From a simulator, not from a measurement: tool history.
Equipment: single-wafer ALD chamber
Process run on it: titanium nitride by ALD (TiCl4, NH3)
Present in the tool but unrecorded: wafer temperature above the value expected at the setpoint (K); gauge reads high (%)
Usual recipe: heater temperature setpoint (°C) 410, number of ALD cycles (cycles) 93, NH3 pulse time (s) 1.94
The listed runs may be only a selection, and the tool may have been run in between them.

run   hour  heater temperature setpoint (°C)  number of ALD cycles (cycles)  NH3 pulse time (s)  wafers since the last listed run  hours since the last thermocouple change  hours since the showerhead was replaced  hours since the gauge calibration  read-back reference wafer on the same gauge, thickness_nm  mean film thickness on the monitor wafer (nm)
  1      0                               410                            106                1.94                                 0                                     763.2                                   6479.9                              244.8                                                      2.057                                          2.232
  2   62.3                               410                            106                1.94                               204                                     825.5                                   6542.2                              307.1                                                      2.061                                          2.226
  3  131.8                               410                            106                1.94                               227                                       895                                   6611.7                              376.6                                                      2.065                                          2.226
  4  152.5                               410                             93                1.74                                67                                     915.7                                   6632.4                              397.3                                                      2.069                                          1.945
  5  170.6                               410                             93                1.74                                59                                     933.8                                   6650.5                              415.4                                                      2.069                                          1.958
  6  199.1                               410                             93                1.74                                93                                     962.3                                     6679                              443.9                                                       2.07                                          1.941
  7  218.1                               410                             93                1.55                                62                                     981.3                                     6698                              462.9                                                      2.075                                          1.945
  8  253.9                               410                             93                1.55                               117                                    1017.1                                   6733.8                              498.7                                                      2.074                                          1.956
  9  270.3                               410                             93                1.55                                53                                    1033.5                                   6750.2                              515.1                                                      2.077                                          1.947
 10  288.1                               410                             93                1.94                                58                                    1051.3                                     6768                              532.9                                                      2.077                                          1.967
 11  312.6                               410                             93                1.94                                80                                    1075.8                                   6792.5                              557.4                                                       2.08                                          1.968
 12    336                               410                             99                1.94                                76                                    1099.2                                   6815.9                              580.8                                                      2.082                                          2.089
 13  367.9                               410                             93                1.94                               104                                    1131.1                                   6847.8                              612.7                                                       2.08                                          1.959
 14  394.5                               410                             93                1.94                                87                                    1157.7                                   6874.4                              639.3                                                      2.087                                          1.981
     406.7  -- gauge calibrated
 15  407.7                               410                             93                1.94                                43                                    1170.9                                   6887.6                                  1                                                      2.035                                          1.932
 16  443.3                               410                             93                1.94                               116                                    1206.5                                   6923.2                               36.6                                                       2.04                                          1.926
 17  461.2                               399                            110                2.18                                58                                    1224.4                                   6941.1                               54.5                                                      2.039                                          2.281
 18  488.7                               423                             93                1.94                                90                                    1251.9                                   6968.6                                 82                                                      2.043                                          1.944
     503.4  -- thermocouple changed; heater temperature recalibrated
 19  503.9                               401                             93                2.71                                23                                       0.5                                   6983.8                               97.2                                                      2.042                                          1.954
       515  -- showerhead replaced
 20    536                               404                             75                1.94                                79                                      32.6                                       21                              129.3                                                      2.044                                          1.562
 21  569.5                               400                             93                1.94                               109                                      66.1                                     54.5                              162.8                                                      2.043                                          1.935
 22  594.4                               423                            106                1.94                                81                                        91                                     79.4                              187.7                                                      2.051                                          2.221
 23  614.7                               419                             83                1.51                                66                                     111.3                                     99.7                                208                                                       2.05                                          1.724
 24  645.4                               424                             81                2.46                               100                                       142                                    130.4                              238.7                                                      2.052                                          1.709
 25  659.3                               410                             93                1.94                                45                                     155.9                                    144.3                              252.6                                                      2.049                                          1.941
 26  673.2                               410                             93                1.18                                45                                     169.8                                    158.2                              266.5                                                      2.055                                          1.914
 27  704.2                               410                             98                1.94                               101                                     200.8                                    189.2                              297.5                                                      2.056                                          2.048
 28  720.4                               424                             93                1.47                                53                                       217                                    205.4                              313.7                                                      2.055                                          1.941
 29  751.8                               410                             93                2.48                               102                                     248.4                                    236.8                              345.1                                                      2.059                                          1.962
 30  770.7                               410                             93                1.94                                61                                     267.3                                    255.7                                364                                                      2.059                                          1.954
 31  795.6                               410                             78                1.94                                81                                     292.2                                    280.6                              388.9                                                      2.062                                          1.641
 32  833.6                               410                             93                1.94                               124                                     330.2                                    318.6                              426.9                                                      2.064                                          1.957

Pick out some run-to-run changes in mean film thickness on the monitor wafer (nm). Of each, how much would a tool without hidden state show as well, from the settings, what came in and chance, and how much is left for the hidden state and any gauge scatter not in both results compared?
Run 2 -> 3: no setting touched and nothing written in the log between the runs. mean film thickness on the monitor wafer (nm) +0: hidden state +0.006, all else -0.006.
Run 14 -> 15: gauge calibrated. mean film thickness on the monitor wafer (nm) -0.049: hidden state -0.046, all else -0.003.
Run 19 -> 20: heater temperature setpoint (°C) 401 -> 404, number of ALD cycles (cycles) 93 -> 75, NH3 pulse time (s) 2.71 -> 1.94, showerhead replaced. mean film thickness on the monitor wafer (nm) -0.392: hidden state +0.001, all else -0.393.
Run 20 -> 21: heater temperature setpoint (°C) 404 -> 400, number of ALD cycles (cycles) 75 -> 93. mean film thickness on the monitor wafer (nm) +0.373: hidden state +0.004, all else +0.369.
Run 22 -> 23: heater temperature setpoint (°C) 423 -> 419, number of ALD cycles (cycles) 106 -> 83, NH3 pulse time (s) 1.94 -> 1.51. mean film thickness on the monitor wafer (nm) -0.497: hidden state -0.001, all else -0.496.
Run 31 -> 32: number of ALD cycles (cycles) 78 -> 93. mean film thickness on the monitor wafer (nm) +0.316: hidden state +0.006, all else +0.31.

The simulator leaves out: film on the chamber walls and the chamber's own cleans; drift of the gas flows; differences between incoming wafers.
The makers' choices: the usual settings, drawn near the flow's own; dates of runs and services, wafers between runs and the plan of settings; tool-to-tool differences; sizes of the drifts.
